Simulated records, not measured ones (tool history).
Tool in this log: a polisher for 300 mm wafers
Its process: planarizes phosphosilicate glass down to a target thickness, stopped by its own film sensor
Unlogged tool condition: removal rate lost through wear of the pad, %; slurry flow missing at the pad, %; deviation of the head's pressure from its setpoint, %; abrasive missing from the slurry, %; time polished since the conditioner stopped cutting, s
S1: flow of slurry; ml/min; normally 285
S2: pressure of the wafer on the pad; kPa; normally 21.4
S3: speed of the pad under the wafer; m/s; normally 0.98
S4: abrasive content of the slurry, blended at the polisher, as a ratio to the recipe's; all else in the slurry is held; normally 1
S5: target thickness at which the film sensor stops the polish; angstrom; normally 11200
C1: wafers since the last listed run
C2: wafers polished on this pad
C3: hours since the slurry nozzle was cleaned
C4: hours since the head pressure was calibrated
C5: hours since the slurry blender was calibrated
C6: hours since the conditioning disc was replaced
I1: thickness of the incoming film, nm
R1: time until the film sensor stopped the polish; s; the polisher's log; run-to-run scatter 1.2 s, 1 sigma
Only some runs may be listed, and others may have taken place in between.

run	hour	S1	S2	S3	S4	S5	C1	C2	C3	C4	C5	C6	I1	R1
1	0	285	21.4	0.98	1	11200	0	2294	209.5	184.9	341.3	432.8	1809.2	87.2
# hour 32.7: conditioning disc replaced and pad reconditioned
2	124.7	285	21.4	0.98	1	12680	830	3125	334.2	309.6	466	92	1825.6	69.6
# hour 150.3: worn pad replaced by a new one
3	187.5	285	21.4	0.82	1	11200	398	251	397	372.4	528.8	154.8	1805.9	91.5
# hour 207: slurry blender recalibrated
4	290.3	285	21.4	0.82	1	11200	682	934	499.8	475.2	83.3	257.6	1836.3	100.2
# hour 309.2: slurry nozzle cleaned
5	354.9	285	21.4	0.82	1	11200	430	1365	45.7	539.8	147.9	322.2	1791.1	93.4
6	462.5	285	21.4	1.22	1	11200	728	2093	153.3	647.4	255.5	429.8	1827.3	73.8
7	544.4	285	21.4	0.98	1	11200	554	2648	235.2	729.3	337.4	511.7	1774.3	82.5
# hour 564.3: conditioning disc replaced and pad reconditioned
8	619.9	285	21.4	0.98	1.25	9340	497	3145	310.7	804.8	412.9	55.6	1794	100.3
# hour 637.4: worn pad replaced by a new one
# hour 661.9: slurry blender recalibrated
9	727.1	205	21.4	0.98	1	10300	685	594	417.9	912	65.2	162.8	1827.5	96.1
10	832	365	21.4	0.64	1	11200	710	1304	522.8	1016.9	170.1	267.7	1792.6	110.4
# hour 853.6: slurry nozzle cleaned
11	933.2	320	28.3	1.24	1	9650	678	1982	79.6	1118.1	271.3	368.9	1787.4	63.7
12	1033.1	285	21.4	0.72	1	11200	676	2659	179.5	1218	371.2	468.8	1830.7	112.5
# hour 1075.8: conditioning disc replaced and pad reconditioned
# hour 1086.3: head pressure recalibrated
13	1125.4	215	15.9	1.26	1	11200	597	3257	271.8	39.1	463.5	49.6	1778.4	91.2
# hour 1141: slurry blender recalibrated
# hour 1162.5: worn pad replaced by a new one
14	1194	285	21.4	0.98	1	11200	423	213	340.4	107.7	53	118.2	1805.9	80.1
15	1257	285	24.1	0.98	1	11200	426	639	403.4	170.7	116	181.2	1785.1	71.2
16	1319.6	325	15.9	0.74	1	12550	423	1063	466	233.3	178.6	243.8	1785	104.4
# hour 1350.8: slurry nozzle cleaned
17	1405.2	285	21.4	0.98	1	11200	572	1636	54.4	318.9	264.2	329.4	1808.3	83
18	1460.8	285	15.2	0.98	1	11200	376	2013	110	374.5	319.8	385	1780.8	112.8
19	1517.6	285	21.4	0.98	1	11200	384	2397	166.8	431.3	376.6	441.8	1803.5	87.1
# hour 1610.3: conditioning disc replaced and pad reconditioned
# hour 1618.5: slurry blender recalibrated
# hour 1674: worn pad replaced by a new one
20	1683.4	285	21.4	0.98	1	11200	1068	63	332.6	597.1	64.9	73.1	1840.3	83.6
21	1754.1	245	21.4	0.76	1	11200	478	542	403.3	667.8	135.6	143.8	1816.9	102.5
22	1800.9	215	21.4	0.98	1	11200	316	859	450.1	714.6	182.4	190.6	1827.9	84.9
# hour 1838.7: slurry nozzle cleaned
23	1846.8	285	21.4	0.86	1	11200	304	1163	8.1	760.5	228.3	236.5	1816.3	93.4
24	1908.1	310	21.4	0.98	0.85	11200	415	1578	69.4	821.8	289.6	297.8	1803.3	87.4

Hidden state, per run?
slurry flow missing at the pad, %: 0 on each run
deviation of the head's pressure from its setpoint, %: 0 on each run
abrasive missing from the slurry, %: 0 on each run
time polished since the conditioner stopped cutting, s: 0 on each run
H1: removal rate lost through wear of the pad, %
run	H1
1	8.28
2	10.6
3	1.86
4	3.79
5	5
6	7.01
7	8.55
8	9.96
9	2
10	3.96
11	5.86
12	7.73
13	9.46
14	3.1
15	4.28
16	5.45
17	7.06
18	8.1
19	9.17
20	0.605
21	1.93
22	2.81
23	3.67
24	4.82

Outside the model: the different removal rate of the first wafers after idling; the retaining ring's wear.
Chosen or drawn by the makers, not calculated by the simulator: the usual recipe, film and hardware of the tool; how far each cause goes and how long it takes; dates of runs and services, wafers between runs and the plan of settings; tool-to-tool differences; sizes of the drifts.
